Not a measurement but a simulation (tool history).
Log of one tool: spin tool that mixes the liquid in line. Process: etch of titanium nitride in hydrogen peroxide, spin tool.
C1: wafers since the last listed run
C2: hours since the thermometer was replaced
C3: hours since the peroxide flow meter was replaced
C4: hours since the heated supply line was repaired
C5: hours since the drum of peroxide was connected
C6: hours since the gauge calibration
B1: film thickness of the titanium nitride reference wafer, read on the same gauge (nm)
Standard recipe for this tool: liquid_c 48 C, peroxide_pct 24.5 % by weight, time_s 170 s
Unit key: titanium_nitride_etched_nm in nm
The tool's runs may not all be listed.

{"run": 1, "hour": 0.0, "liquid_c": 48, "peroxide_pct": 24.5, "time_s": 100, "C1": 0, "C2": 82.2, "C3": 1127.8, "C4": 3594.7, "C5": 618, "C6": 220.5, "B1": 71.98, "titanium_nitride_etched_nm": 6.79}
{"run": 2, "hour": 42.7, "liquid_c": 48, "peroxide_pct": 24.5, "time_s": 100, "C1": 438, "C2": 124.9, "C3": 1170.5, "C4": 3637.4, "C5": 660.7, "C6": 263.2, "B1": 72.22, "titanium_nitride_etched_nm": 6.72}
{"run": 3, "hour": 76.3, "liquid_c": 48, "peroxide_pct": 24.5, "time_s": 100, "C1": 345, "C2": 158.5, "C3": 1204.1, "C4": 3671, "C5": 694.3, "C6": 296.8, "B1": 72.4, "titanium_nitride_etched_nm": 6.8}
{"run": 4, "hour": 130.4, "liquid_c": 48, "peroxide_pct": 24.5, "time_s": 170, "C1": 555, "C2": 212.6, "C3": 1258.2, "C4": 3725.1, "C5": 748.4, "C6": 350.9, "B1": 72.66, "titanium_nitride_etched_nm": 11.52}
{"run": 5, "hour": 199.0, "liquid_c": 48, "peroxide_pct": 24.5, "time_s": 170, "C1": 704, "C2": 281.2, "C3": 1326.8, "C4": 3793.7, "C5": 817, "C6": 419.5, "B1": 72.95, "titanium_nitride_etched_nm": 11.76}
{"run": 6, "hour": 230.4, "liquid_c": 48, "peroxide_pct": 30, "time_s": 170, "C1": 322, "C2": 312.6, "C3": 1358.2, "C4": 3825.1, "C5": 848.4, "C6": 450.9, "B1": 73.12, "titanium_nitride_etched_nm": 12.25}
{"hour": 255.9, "done": "heated supply line repaired"}
{"run": 7, "hour": 281.1, "liquid_c": 48, "peroxide_pct": 24.5, "time_s": 170, "C1": 510, "C2": 363.3, "C3": 1408.9, "C4": 25.2, "C5": 899.1, "C6": 501.6, "B1": 73.27, "titanium_nitride_etched_nm": 11.61}
{"run": 8, "hour": 309.2, "liquid_c": 48, "peroxide_pct": 24.5, "time_s": 100, "C1": 288, "C2": 391.4, "C3": 1437, "C4": 53.3, "C5": 927.2, "C6": 529.7, "B1": 73.41, "titanium_nitride_etched_nm": 6.88}
{"run": 9, "hour": 380.9, "liquid_c": 48, "peroxide_pct": 24.5, "time_s": 170, "C1": 736, "C2": 463.1, "C3": 1508.7, "C4": 125, "C5": 998.9, "C6": 601.4, "B1": 73.6, "titanium_nitride_etched_nm": 11.61}
{"hour": 431.2, "done": "new drum of peroxide connected"}
{"hour": 449.0, "done": "peroxide flow meter replaced"}
{"run": 10, "hour": 498.4, "liquid_c": 48, "peroxide_pct": 24.5, "time_s": 255, "C1": 1186, "C2": 580.6, "C3": 49.4, "C4": 242.5, "C5": 67.2, "C6": 718.9, "B1": 73.94, "titanium_nitride_etched_nm": 17.67}
{"run": 11, "hour": 563.5, "liquid_c": 48, "peroxide_pct": 24.5, "time_s": 170, "C1": 668, "C2": 645.7, "C3": 114.5, "C4": 307.6, "C5": 132.3, "C6": 784, "B1": 74.09, "titanium_nitride_etched_nm": 11.75}
{"run": 12, "hour": 620.6, "liquid_c": 44, "peroxide_pct": 30, "time_s": 125, "C1": 586, "C2": 702.8, "C3": 171.6, "C4": 364.7, "C5": 189.4, "C6": 841.1, "B1": 74.22, "titanium_nitride_etched_nm": 6.84}
{"run": 13, "hour": 690.6, "liquid_c": 43.5, "peroxide_pct": 22.5, "time_s": 75, "C1": 718, "C2": 772.8, "C3": 241.6, "C4": 434.7, "C5": 259.4, "C6": 911.1, "B1": 74.36, "titanium_nitride_etched_nm": 3.68}
{"run": 14, "hour": 744.7, "liquid_c": 48, "peroxide_pct": 19.5, "time_s": 90, "C1": 555, "C2": 826.9, "C3": 295.7, "C4": 488.8, "C5": 313.5, "C6": 965.2, "B1": 74.45, "titanium_nitride_etched_nm": 5.99}
{"run": 15, "hour": 793.0, "liquid_c": 48, "peroxide_pct": 28.5, "time_s": 90, "C1": 496, "C2": 875.2, "C3": 344, "C4": 537.1, "C5": 361.8, "C6": 1013.5, "B1": 74.5, "titanium_nitride_etched_nm": 6.54}
{"run": 16, "hour": 824.5, "liquid_c": 48, "peroxide_pct": 27, "time_s": 170, "C1": 323, "C2": 906.7, "C3": 375.5, "C4": 568.6, "C5": 393.3, "C6": 1045, "B1": 74.51, "titanium_nitride_etched_nm": 12.27}
{"run": 17, "hour": 855.1, "liquid_c": 52.5, "peroxide_pct": 29.5, "time_s": 170, "C1": 314, "C2": 937.3, "C3": 406.1, "C4": 599.2, "C5": 423.9, "C6": 1075.6, "B1": 74.55, "titanium_nitride_etched_nm": 16.96}
{"run": 18, "hour": 881.2, "liquid_c": 45, "peroxide_pct": 24.5, "time_s": 115, "C1": 268, "C2": 963.4, "C3": 432.2, "C4": 625.3, "C5": 450, "C6": 1101.7, "B1": 74.62, "titanium_nitride_etched_nm": 6.51}
{"run": 19, "hour": 906.8, "liquid_c": 48, "peroxide_pct": 24.5, "time_s": 85, "C1": 262, "C2": 989, "C3": 457.8, "C4": 650.9, "C5": 475.6, "C6": 1127.3, "B1": 74.67, "titanium_nitride_etched_nm": 6}
{"run": 20, "hour": 934.9, "liquid_c": 48, "peroxide_pct": 17.5, "time_s": 170, "C1": 288, "C2": 1017.1, "C3": 485.9, "C4": 679, "C5": 503.7, "C6": 1155.4, "B1": 74.68, "titanium_nitride_etched_nm": 11.22}
{"run": 21, "hour": 1002.4, "liquid_c": 48, "peroxide_pct": 24.5, "time_s": 170, "C1": 693, "C2": 1084.6, "C3": 553.4, "C4": 746.5, "C5": 571.2, "C6": 1222.9, "B1": 74.74, "titanium_nitride_etched_nm": 11.84}
{"run": 22, "hour": 1048.0, "liquid_c": 48, "peroxide_pct": 19.5, "time_s": 90, "C1": 468, "C2": 1130.2, "C3": 599, "C4": 792.1, "C5": 616.8, "C6": 1268.5, "B1": 74.79, "titanium_nitride_etched_nm": 6.06}
{"run": 23, "hour": 1099.8, "liquid_c": 48, "peroxide_pct": 24.5, "time_s": 265, "C1": 532, "C2": 1182, "C3": 650.8, "C4": 843.9, "C5": 668.6, "C6": 1320.3, "B1": 74.87, "titanium_nitride_etched_nm": 18.72}
{"run": 24, "hour": 1166.9, "liquid_c": 48, "peroxide_pct": 24.5, "time_s": 170, "C1": 689, "C2": 1249.1, "C3": 717.9, "C4": 911, "C5": 735.7, "C6": 1387.4, "B1": 74.85, "titanium_nitride_etched_nm": 11.86}

Predict each of these 5 candidate next runs independently; none follows another, all start after run 24:
{"run": "A", "hour": 1167.4, "liquid_c": 48, "peroxide_pct": 24.5, "time_s": 170, "C1": 5, "C2": 1249.6, "C3": 718.4, "C4": 911.5, "C5": 736.2, "C6": 1387.9, "B1": "?", "titanium_nitride_etched_nm": "?"}
{"run": "B", "hour": 1167.4, "liquid_c": 48, "peroxide_pct": 20.5, "time_s": 170, "C1": 5, "C2": 1249.6, "C3": 718.4, "C4": 911.5, "C5": 736.2, "C6": 1387.9, "B1": "?", "titanium_nitride_etched_nm": "?"}
{"run": "C", "hour": 1167.4, "liquid_c": 48, "peroxide_pct": 24.5, "time_s": 95, "C1": 5, "C2": 1249.6, "C3": 718.4, "C4": 911.5, "C5": 736.2, "C6": 1387.9, "B1": "?", "titanium_nitride_etched_nm": "?"}
{"run": "D", "hour": 1167.4, "liquid_c": 42, "peroxide_pct": 27.5, "time_s": 120, "C1": 5, "C2": 1249.6, "C3": 718.4, "C4": 911.5, "C5": 736.2, "C6": 1387.9, "B1": "?", "titanium_nitride_etched_nm": "?"}
{"run": "E", "hour": 1167.4, "liquid_c": 44.5, "peroxide_pct": 26.5, "time_s": 80, "C1": 5, "C2": 1249.6, "C3": 718.4, "C4": 911.5, "C5": 736.2, "C6": 1387.9, "B1": "?", "titanium_nitride_etched_nm": "?"}

run=A B1=74.9 titanium_nitride_etched_nm=11.87
run=B B1=74.9 titanium_nitride_etched_nm=11.42
run=C B1=74.9 titanium_nitride_etched_nm=6.63
run=D B1=74.9 titanium_nitride_etched_nm=5.49
run=E B1=74.9 titanium_nitride_etched_nm=4.39
Had the tool no hidden state, the same runs would have come out as:
run=A titanium_nitride_etched_nm=11.09
run=B titanium_nitride_etched_nm=10.67
run=C titanium_nitride_etched_nm=6.2
run=D titanium_nitride_etched_nm=5.14
run=E titanium_nitride_etched_nm=4.1

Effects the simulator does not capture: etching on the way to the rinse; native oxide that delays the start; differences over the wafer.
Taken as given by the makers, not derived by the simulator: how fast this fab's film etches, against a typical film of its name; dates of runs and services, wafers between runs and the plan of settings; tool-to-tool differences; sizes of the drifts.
